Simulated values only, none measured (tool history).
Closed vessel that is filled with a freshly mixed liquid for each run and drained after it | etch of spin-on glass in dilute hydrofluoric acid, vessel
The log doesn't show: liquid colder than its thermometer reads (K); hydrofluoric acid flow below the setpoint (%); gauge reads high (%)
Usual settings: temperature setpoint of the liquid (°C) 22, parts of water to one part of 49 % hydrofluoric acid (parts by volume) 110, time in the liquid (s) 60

| run | hour | temperature setpoint of the liquid (°C) | parts of water to one part of 49 % hydrofluoric acid (parts by volume) | time in the liquid (s) | wafers since the last listed run | hours since the thermometer was replaced | hours since the hydrofluoric acid flow meter was replaced | hours since the gauge calibration | read-back film thickness of the spin-on glass reference wafer, read on the same gauge (nm) | thickness taken off the spin-on glass on a monitor wafer (angstrom) |
|---|---|---|---|---|---|---|---|---|---|---|
| 1 | 0 | 24 | 110 | 60 | 0 | 2177.7 | 1928.4 | 299.7 | 129.99 | 159.4 |
| 2 | 36 | 24 | 110 | 60 | 5146 | 2213.7 | 1964.4 | 335.7 | 130 | 157.7 |
| 3 | 53.1 | 24 | 110 | 60 | 2444 | 2230.8 | 1981.5 | 352.8 | 129.99 | 157 |
| 4 | 71 | 22 | 110 | 60 | 2558 | 2248.7 | 1999.4 | 370.7 | 130.01 | 145.5 |
| 5 | 103.7 | 22 | 110 | 60 | 4674 | 2281.4 | 2032.1 | 403.4 | 130 | 145.6 |
| 6 | 122.6 | 19.5 | 110 | 60 | 2701 | 2300.3 | 2051 | 422.3 | 129.99 | 131.7 |
| 7 | 134.7 | 19.5 | 110 | 60 | 1729 | 2312.4 | 2063.1 | 434.4 | 130.02 | 130 |
| 8 | 154.5 | 19.5 | 110 | 60 | 2830 | 2332.2 | 2082.9 | 454.2 | 130.01 | 131.9 |
| 9 | 182.2 | 22 | 110 | 60 | 3959 | 2359.9 | 2110.6 | 481.9 | 130.02 | 143.8 |
| 10 | 207.5 | 22 | 110 | 60 | 3616 | 2385.2 | 2135.9 | 507.2 | 130.01 | 144.1 |
| 11 | 241.3 | 22 | 110 | 80 | 4831 | 2419 | 2169.7 | 541 | 129.99 | 191.6 |
| 12 | 253.9 | 22 | 110 | 80 | 1801 | 2431.6 | 2182.3 | 553.6 | 130.01 | 191.1 |
| 13 | 273 | 22 | 110 | 80 | 2730 | 2450.7 | 2201.4 | 572.7 | 130 | 192 |
| 14 | 286.6 | 23.5 | 60 | 95 | 1944 | 2464.3 | 2215 | 586.3 | 130 | 467.5 |
| 15 | 303.3 | 23.5 | 140 | 95 | 2387 | 2481 | 2231.7 | 603 | 130 | 183.8 |
| 16 | 323.5 | 22 | 110 | 60 | 2887 | 2501.2 | 2251.9 | 623.2 | 130 | 144.1 |
| 17 | 335.9 | 26.5 | 70 | 35 | 1772 | 2513.6 | 2264.3 | 635.6 | 130.01 | 165.6 |
| 18 | 364.4 | 22 | 110 | 60 | 4074 | 2542.1 | 2292.8 | 664.1 | 129.99 | 142.7 |
| 19 | 396.5 | 25 | 125 | 60 | 4588 | 2574.2 | 2324.9 | 696.2 | 130.01 | 138.3 |
| 20 | 429 | 22 | 110 | 60 | 4646 | 2606.7 | 2357.4 | 728.7 | 130 | 143.4 |
| 21 | 453 | 22 | 140 | 60 | 3430 | 2630.7 | 2381.4 | 752.7 | 129.99 | 107.4 |
|  | 478.4 | hydrofluoric acid flow meter replaced |
|  | 479.6 | thermometer replaced |
| 22 | 481 | 23.5 | 75 | 30 | 3716 | 1.4 | 2.6 | 780.7 | 129.99 | 134.6 |
| 23 | 499.1 | 25.5 | 160 | 60 | 2587 | 19.5 | 20.7 | 798.8 | 129.99 | 125 |
|  | 513.9 | gauge calibrated |
| 24 | 530.1 | 22 | 110 | 60 | 4431 | 50.5 | 51.7 | 16.2 | 130.02 | 166.8 |
| 25 | 559.2 | 17.5 | 110 | 60 | 4160 | 79.6 | 80.8 | 45.3 | 129.98 | 138.3 |
| 26 | 593.5 | 26 | 145 | 75 | 4903 | 113.9 | 115.1 | 79.6 | 130.02 | 176.1 |
| 27 | 608.8 | 18.5 | 110 | 30 | 2187 | 129.2 | 130.4 | 94.9 | 130 | 71.9 |
| 28 | 634.5 | 22 | 110 | 60 | 3674 | 154.9 | 156.1 | 120.6 | 129.99 | 165.5 |
| 29 | 650.2 | 20 | 70 | 60 | 2244 | 170.6 | 171.8 | 136.3 | 129.99 | 250.2 |
| 30 | 672.3 | 26 | 80 | 75 | 3159 | 192.7 | 193.9 | 158.4 | 130 | 346.4 |
| 31 | 699.1 | 22 | 110 | 50 | 3831 | 219.5 | 220.7 | 185.2 | 130.02 | 137.1 |
| 32 | 732.5 | 22 | 140 | 35 | 4774 | 252.9 | 254.1 | 218.6 | 130 | 73.5 |
| 33 | 754.2 | 22 | 110 | 60 | 3102 | 274.6 | 275.8 | 240.3 | 130 | 163.1 |
| 34 | 775.4 | 22 | 60 | 90 | 3030 | 295.8 | 297 | 261.5 | 130 | 484.5 |
| 35 | 801 | 25.5 | 75 | 40 | 3659 | 321.4 | 322.6 | 287.1 | 130.01 | 192.6 |

Forecast each of these 3 alternatives for the next run:
| A | 801.7 | 22 | 110 | 60 | 100 | 322.1 | 323.3 | 287.8 | ? | ? |
| B | 801.7 | 24.5 | 60 | 50 | 100 | 322.1 | 323.3 | 287.8 | ? | ? |
| C | 801.7 | 25 | 130 | 60 | 100 | 322.1 | 323.3 | 287.8 | ? | ? |

| run | read-back film thickness of the spin-on glass reference wafer, read on the same gauge (nm) | thickness taken off the spin-on glass on a monitor wafer (angstrom) |
|---|---|---|
| A | 130.01 | 164.1 |
| B | 130.01 | 295.1 |
| C | 130.01 | 152.7 |
Without the tool's hidden state the same runs would have given:
| run | thickness taken off the spin-on glass on a monitor wafer (angstrom) |
|---|---|
| A | 168.2 |
| B | 302.3 |
| C | 156.4 |
